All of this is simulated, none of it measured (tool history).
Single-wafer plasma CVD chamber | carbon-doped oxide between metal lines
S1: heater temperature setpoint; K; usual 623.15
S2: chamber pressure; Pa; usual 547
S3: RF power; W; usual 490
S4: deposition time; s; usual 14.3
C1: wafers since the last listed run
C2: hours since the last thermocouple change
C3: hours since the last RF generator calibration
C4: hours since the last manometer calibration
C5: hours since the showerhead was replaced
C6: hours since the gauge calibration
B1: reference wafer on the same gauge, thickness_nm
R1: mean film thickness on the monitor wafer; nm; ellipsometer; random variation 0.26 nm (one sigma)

run 1 hour=0.0 | S1=623.15 S2=547 S3=490 S4=14.3 | C1=0 C2=2254.5 C3=0.5 C4=1117.8 C5=5280.0 C6=3195.1 | B1=80.132 | R1=68.248
run 2 hour=85.1 | S1=623.15 S2=547 S3=490 S4=14.3 | C1=4100 C2=2339.6 C3=85.6 C4=1202.9 C5=5365.1 C6=3280.2 | B1=80.286 | R1=67.352
run 3 hour=161.4 | S1=623.15 S2=547 S3=490 S4=14.3 | C1=3676 C2=2415.9 C3=161.9 C4=1279.2 C5=5441.4 C6=3356.5 | B1=80.160 | R1=66.915
run 4 hour=229.6 | S1=623.15 S2=547 S3=490 S4=14.3 | C1=3286 C2=2484.1 C3=230.1 C4=1347.4 C5=5509.6 C6=3424.7 | B1=80.212 | R1=67.445
run 5 hour=277.5 | S1=623.15 S2=547 S3=490 S4=14.3 | C1=2307 C2=2532.0 C3=278.0 C4=1395.3 C5=5557.5 C6=3472.6 | B1=80.202 | R1=67.007
-- hour=336.4 thermocouple changed; heater temperature recalibrated
run 6 hour=373.6 | S1=623.15 S2=547 S3=490 S4=14.3 | C1=4244 C2=37.2 C3=374.1 C4=1491.4 C5=5653.6 C6=3568.7 | B1=80.205 | R1=66.664
run 7 hour=469.9 | S1=623.15 S2=547 S3=490 S4=14.3 | C1=4640 C2=133.5 C3=470.4 C4=1587.7 C5=5749.9 C6=3665.0 | B1=80.206 | R1=66.458
run 8 hour=568.1 | S1=623.15 S2=547 S3=490 S4=14.3 | C1=4731 C2=231.7 C3=568.6 C4=1685.9 C5=5848.1 C6=3763.2 | B1=80.185 | R1=66.096
-- hour=573.1 gauge calibrated
run 9 hour=674.6 | S1=623.15 S2=635 S3=490 S4=14.3 | C1=5131 C2=338.2 C3=675.1 C4=1792.4 C5=5954.6 C6=101.5 | B1=80.277 | R1=67.597
run 10 hour=767.7 | S1=632.15 S2=547 S3=490 S4=14.3 | C1=4485 C2=431.3 C3=768.2 C4=1885.5 C5=6047.7 C6=194.6 | B1=80.177 | R1=63.897
run 11 hour=892.4 | S1=623.15 S2=503 S3=490 S4=11.9 | C1=6008 C2=556.0 C3=892.9 C4=2010.2 C5=6172.4 C6=319.3 | B1=80.205 | R1=53.621
run 12 hour=962.1 | S1=623.15 S2=547 S3=490 S4=14.3 | C1=3358 C2=625.7 C3=962.6 C4=2079.9 C5=6242.1 C6=389.0 | B1=80.195 | R1=64.604
-- hour=1056.5 RF generator calibrated
-- hour=1058.8 showerhead replaced
run 13 hour=1060.7 | S1=635.15 S2=583 S3=555 S4=16.8 | C1=4252 C2=724.3 C3=4.2 C4=2178.5 C5=1.9 C6=487.6 | B1=80.191 | R1=84.404
run 14 hour=1167.1 | S1=610.15 S2=508 S3=545 S4=14.3 | C1=5126 C2=830.7 C3=110.6 C4=2284.9 C5=108.3 C6=594.0 | B1=80.213 | R1=75.433
run 15 hour=1221.5 | S1=623.15 S2=603 S3=490 S4=14.3 | C1=2621 C2=885.1 C3=165.0 C4=2339.3 C5=162.7 C6=648.4 | B1=80.194 | R1=67.844
-- hour=1270.0 capacitance manometer re-zeroed and calibrated
run 16 hour=1270.5 | S1=612.15 S2=468 S3=555 S4=14.3 | C1=1975 C2=934.1 C3=214.0 C4=0.5 C5=211.7 C6=697.4 | B1=80.218 | R1=75.496
run 17 hour=1359.5 | S1=623.15 S2=547 S3=490 S4=14.3 | C1=4288 C2=1023.1 C3=303.0 C4=89.5 C5=300.7 C6=786.4 | B1=80.213 | R1=67.598
run 18 hour=1397.9 | S1=623.15 S2=617 S3=490 S4=16.8 | C1=1850 C2=1061.5 C3=341.4 C4=127.9 C5=339.1 C6=824.8 | B1=80.234 | R1=81.355
run 19 hour=1499.5 | S1=623.15 S2=444 S3=490 S4=11.7 | C1=4895 C2=1163.1 C3=443.0 C4=229.5 C5=440.7 C6=926.4 | B1=80.182 | R1=53.148
run 20 hour=1570.2 | S1=623.15 S2=547 S3=570 S4=12.1 | C1=3406 C2=1233.8 C3=513.7 C4=300.2 C5=511.4 C6=997.1 | B1=80.238 | R1=63.601
run 21 hour=1658.2 | S1=623.15 S2=547 S3=490 S4=14.3 | C1=4240 C2=1321.8 C3=601.7 C4=388.2 C5=599.4 C6=1085.1 | B1=80.269 | R1=66.590
run 22 hour=1723.5 | S1=637.15 S2=547 S3=490 S4=14.3 | C1=3146 C2=1387.1 C3=667.0 C4=453.5 C5=664.7 C6=1150.4 | B1=80.240 | R1=63.387
run 23 hour=1866.6 | S1=623.15 S2=547 S3=585 S4=14.3 | C1=6895 C2=1530.2 C3=810.1 C4=596.6 C5=807.8 C6=1293.5 | B1=80.144 | R1=74.784
-- hour=1942.3 RF generator calibrated
run 24 hour=1969.6 | S1=623.15 S2=547 S3=490 S4=11.6 | C1=4577 C2=1633.2 C3=27.3 C4=699.6 C5=910.8 C6=1396.5 | B1=80.209 | R1=55.180
run 25 hour=2016.3 | S1=610.15 S2=644 S3=490 S4=12.2 | C1=2250 C2=1679.9 C3=74.0 C4=746.3 C5=957.5 C6=1443.2 | B1=80.216 | R1=63.199
run 26 hour=2073.7 | S1=623.15 S2=547 S3=490 S4=14.3 | C1=2765 C2=1737.3 C3=131.4 C4=803.7 C5=1014.9 C6=1500.6 | B1=80.227 | R1=67.745
run 27 hour=2180.5 | S1=623.15 S2=547 S3=490 S4=15.3 | C1=5146 C2=1844.1 C3=238.2 C4=910.5 C5=1121.7 C6=1607.4 | B1=80.214 | R1=72.392
run 28 hour=2262.1 | S1=623.15 S2=671 S3=490 S4=15.6 | C1=3931 C2=1925.7 C3=319.8 C4=992.1 C5=1203.3 C6=1689.0 | B1=80.136 | R1=75.914
run 29 hour=2317.2 | S1=623.15 S2=547 S3=405 S4=14.3 | C1=2654 C2=1980.8 C3=374.9 C4=1047.2 C5=1258.4 C6=1744.1 | B1=80.201 | R1=56.430

3 ways to go on from here, each from the tool as it stands after run 29. What would each give?
run A hour=2317.6 | S1=623.15 S2=547 S3=490 S4=14.3 | C1=19 C2=1981.2 C3=375.3 C4=1047.6 C5=1258.8 C6=1744.5 | B1=? | R1=?
run B hour=2317.6 | S1=623.15 S2=547 S3=490 S4=13.0 | C1=19 C2=1981.2 C3=375.3 C4=1047.6 C5=1258.8 C6=1744.5 | B1=? | R1=?
run C hour=2317.6 | S1=623.15 S2=547 S3=490 S4=13.2 | C1=19 C2=1981.2 C3=375.3 C4=1047.6 C5=1258.8 C6=1744.5 | B1=? | R1=?

run=A B1=80.179 R1=67.150
run=B B1=80.179 R1=61.144
run=C B1=80.179 R1=62.069
Without the tool's hidden state the same runs would have given:
run=A R1=69.170
run=B R1=62.983
run=C R1=63.936
